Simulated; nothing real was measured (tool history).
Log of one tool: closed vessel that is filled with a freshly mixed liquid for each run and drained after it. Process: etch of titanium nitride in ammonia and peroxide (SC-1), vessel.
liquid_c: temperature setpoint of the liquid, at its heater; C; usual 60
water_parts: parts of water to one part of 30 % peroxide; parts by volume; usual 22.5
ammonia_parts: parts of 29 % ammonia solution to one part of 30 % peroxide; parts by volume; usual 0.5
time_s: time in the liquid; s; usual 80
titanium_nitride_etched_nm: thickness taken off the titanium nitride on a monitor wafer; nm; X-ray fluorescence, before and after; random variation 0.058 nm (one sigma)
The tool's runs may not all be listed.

run    hour  liquid_c  water_parts  ammonia_parts  time_s  wafers since the last listed run  hours since the thermometer was replaced  hours since the ammonia flow meter was replaced  hours since the drum of ammonia solution was connected  hours since the gauge calibration  read-back film thickness of the titanium nitride reference wafer, read on the same gauge (nm)  titanium_nitride_etched_nm
  1       0        60         22.5            0.5      80                                 0                                    2318.2                                            370.1                                                   218.4                             1337.8                                                                                         109.98                        5.52
  2    49.2        60         22.5            0.5      80                              3076                                    2367.4                                            419.3                                                   267.6                               1387                                                                                         109.99                        5.51
  3    77.5        60         22.5            0.5      80                              1769                                    2395.7                                            447.6                                                   295.9                             1415.3                                                                                         109.96                        5.43
  4   114.1        64         22.5            0.5      80                              2288                                    2432.3                                            484.2                                                   332.5                             1451.9                                                                                         109.99                        7.11
      162.6  -- gauge calibrated
  5   171.7        60         19.5           0.65      80                              3602                                    2489.9                                            541.8                                                   390.1                                9.1                                                                                         109.99                        6.15
  6   203.3        60         19.5           0.65      80                              1976                                    2521.5                                            573.4                                                   421.7                               40.7                                                                                         109.98                        6.25
      268.8  -- new drum of ammonia solution connected
  7     271        60         22.5           0.45      80                              4171                                    2589.2                                            641.1                                                     2.2                              108.4                                                                                         110.01                        5.25
  8     316      52.5         22.5            0.5      80                              2814                                    2634.2                                            686.1                                                    47.2                              153.4                                                                                            110                        3.28
      349.2  -- thermometer replaced
  9   377.6      52.5         22.5            0.5      80                              3789                                      28.4                                            747.7                                                   108.8                                215                                                                                         109.96                         3.7
 10   409.7      66.5         28.5            0.5      80                              2007                                      60.5                                            779.8                                                   140.9                              247.1                                                                                            110                        8.09
 11   434.3        60         22.5            0.7     115                              1538                                      85.1                                            804.4                                                   165.5                              271.7                                                                                            110                        9.22
 12   481.2        60         22.5           0.65      80                              2933                                       132                                            851.3                                                   212.4                              318.6                                                                                         110.01                        6.35
 13   524.1        60         22.5            0.5      80                              2682                                     174.9                                            894.2                                                   255.3                              361.5                                                                                         110.04                        6.01
 14   591.1        70         22.5            0.7     100                              4190                                     241.9                                            961.2                                                   322.3                              428.5                                                                                         110.04                       15.19
 15     636        60         22.5            0.5      80                              2807                                     286.8                                           1006.1                                                   367.2                              473.4                                                                                         110.01                        6.07
      646.2  -- ammonia flow meter replaced
 16   669.5        60         22.5            0.6      50                              2032                                     320.3                                             23.3                                                   400.7                              506.9                                                                                         110.02                        3.87
      707.7  -- new drum of ammonia solution connected
 17   737.6        60         22.5            0.7     115                              4196                                     388.4                                             91.4                                                    29.9                                575                                                                                         109.99                        9.14
 18   788.3        60         22.5            0.5      80                              3170                                     439.1                                            142.1                                                    80.6                              625.7                                                                                            110                        5.92
 19   842.8      65.5         22.5            0.5     110                              3408                                     493.6                                            196.6                                                   135.1                              680.2                                                                                         110.01                       11.53
 20   869.5        60         18.5           0.65     115                              1669                                     520.3                                            223.3                                                   161.8                              706.9                                                                                         110.02                       10.01
 21     924        60         22.5            0.5      80                              3408                                     574.8                                            277.8                                                   216.3                              761.4                                                                                         110.03                        5.84
 22   960.3      52.5         31.5            0.4      50                              2270                                     611.1                                            314.1                                                   252.6                              797.7                                                                                         109.98                         1.8
 23  1000.4        67         25.5            0.5      80                              2507                                     651.2                                            354.2                                                   292.7                              837.8                                                                                            110                        8.75
 24  1031.2        60         22.5            0.5     120                              1926                                       682                                              385                                                   323.5                              868.6                                                                                         110.01                        8.98
     1106.4  -- new drum of ammonia solution connected
 25  1173.2        60           14            0.3      40                              8817                                       824                                              527                                                    66.8                             1010.6                                                                                            110                        3.45
 26    1237        60         22.5            0.5      80                              3989                                     887.8                                            590.8                                                   130.6                             1074.4                                                                                         110.03                        5.85
 27  1269.3        60         22.5            0.5      80                              2019                                     920.1                                            623.1                                                   162.9                             1106.7                                                                                         109.98                        5.77

4 ways to go on from here, each from the tool as it stands after run 27. What would each give?
  A  1270        60         22.5            0.5      80                                43                                     920.8                                            623.8                                                   163.6                             1107.4                                                                                              ?                           ?
  B  1270        60         28.5            0.5      30                                43                                     920.8                                            623.8                                                   163.6                             1107.4                                                                                              ?                           ?
  C  1270        60         22.5            0.5     100                                43                                     920.8                                            623.8                                                   163.6                             1107.4                                                                                              ?                           ?
  D  1270        68           33            0.4     125                                43                                     920.8                                            623.8                                                   163.6                             1107.4                                                                                              ?                           ?

run  read-back film thickness of the titanium nitride reference wafer, read on the same gauge (nm)  titanium_nitride_etched_nm
  A                                                                                         110.02                        5.78
  B                                                                                         110.02                         1.9
  C                                                                                         110.02                        7.22
  D                                                                                         110.02                       11.64
Without the tool's hidden state the same runs would have given:
run  titanium_nitride_etched_nm
  A                        6.06
  B                        1.99
  C                        7.57
  D                       12.17
